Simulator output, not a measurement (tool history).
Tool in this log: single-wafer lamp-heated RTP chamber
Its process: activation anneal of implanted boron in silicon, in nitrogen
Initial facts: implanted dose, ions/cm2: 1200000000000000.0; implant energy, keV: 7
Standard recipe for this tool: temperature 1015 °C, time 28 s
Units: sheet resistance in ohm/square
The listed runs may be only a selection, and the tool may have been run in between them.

run	hour	temperature	time	read-back reference wafer on the same gauge, sheet resistance	sheet resistance
1	0	997	28	142.95	127.67
2	59.5	1003	28	142.98	125.82
3	113.7	1003	28	143	125.83
4	178.6	1036	28	142.85	110.13
5	279	1036	28	143	109.87
6	366.1	1031	28	142.98	116.09
7	412.6	1031	28	143.01	115.65
8	479.5	1015	28	143.17	122.53
9	574.9	1015	28	142.9	121.3
10	648.2	1028	28	142.96	114.43
11	725.4	1028	28	142.97	114.71
12	807.5	1028	28	143.02	114.78
13	883	1015	28	143.13	119.67
14	989.5	1015	28	142.91	119.71
15	1061.7	1023	37	142.89	112.78
16	1154	1025	23	142.99	120.15
17	1206.5	999	37	142.99	127.43
18	1424	1040	11	142.99	120.01
19	1493.8	1015	23	143	123.04
20	1550.3	1015	28	143.02	119.6
21	1628.6	1036	28	142.93	109.39
22	1667.3	991	15	143.05	135.52
23	1745.2	1003	13	143	132.24
24	1800.9	1028	20	143.01	116.71
25	1939.9	992	28	143.01	134.08
26	2038.4	990	40	143.06	130.99
27	2080.7	987	22	142.95	138.74
28	2182.6	1015	28	143	121.31
29	2279.4	993	12	142.89	137.72
30	2355.5	1015	28	142.98	119.95
31	2403	1038	13	142.91	116.52
32	2488.7	1044	37	143.1	104.6
33	2731	1015	44	142.99	118.24
34	2838.7	1015	28	142.9	121.2
35	2920.4	990	19	143	135.07
36	2998.9	1015	28	143.03	119.69
37	3106	1039	28	142.86	108.3

Not shown: 10 entries that the log had between the listed runs. Between which runs, and how does the tool's hidden state differ before and after?
Between runs 1 and 2: reflector plate cleaned (hour 59)
  true wafer temperature minus pyrometer reading, K: 10.6 -> 11.1
  difference, measured minus the result without the unlogged condition, sheet resistance: -4.77 -> -4.79 ohm/square
Between runs 5 and 6: pyrometer window cleaned and pyrometer calibrated (hour 311.6); gauge calibrated (hour 363.6)
  true wafer temperature minus pyrometer reading, K: 12.2 -> 2.73
  difference, measured minus the result without the unlogged condition, sheet resistance: -5.38 -> -1.34 ohm/square
Between runs 12 and 13: reflector plate cleaned (hour 818.5)
  true wafer temperature minus pyrometer reading, K: 11 -> 11.5
  difference, measured minus the result without the unlogged condition, sheet resistance: -5.39 -> -5.35 ohm/square
Between runs 15 and 16: pyrometer window cleaned and pyrometer calibrated (hour 1100.5)
  true wafer temperature minus pyrometer reading, K: 12.3 -> 3.56
  difference, measured minus the result without the unlogged condition, sheet resistance: -6.13 -> -1.69 ohm/square
Between runs 23 and 24: reflector plate cleaned (hour 1776.1)
  true wafer temperature minus pyrometer reading, K: 12.7 -> 13
  difference, measured minus the result without the unlogged condition, sheet resistance: -6.32 -> -5.91 ohm/square
Between runs 24 and 25: pyrometer window cleaned and pyrometer calibrated (hour 1897.8)
  true wafer temperature minus pyrometer reading, K: 13 -> 2.74
  difference, measured minus the result without the unlogged condition, sheet resistance: -5.91 -> -1.48 ohm/square
Between runs 32 and 33: reflector plate cleaned (hour 2559.1); pyrometer window cleaned and pyrometer calibrated (hour 2615.5)
  true wafer temperature minus pyrometer reading, K: 12.1 -> 6.29
  difference, measured minus the result without the unlogged condition, sheet resistance: -4.07 -> -3.01 ohm/square
Between runs 33 and 34: gauge calibrated (hour 2761.6)
  true wafer temperature minus pyrometer reading, K: 6.29 -> 8.96
  difference, measured minus the result without the unlogged condition, sheet resistance: -3.01 -> -4.12 ohm/square
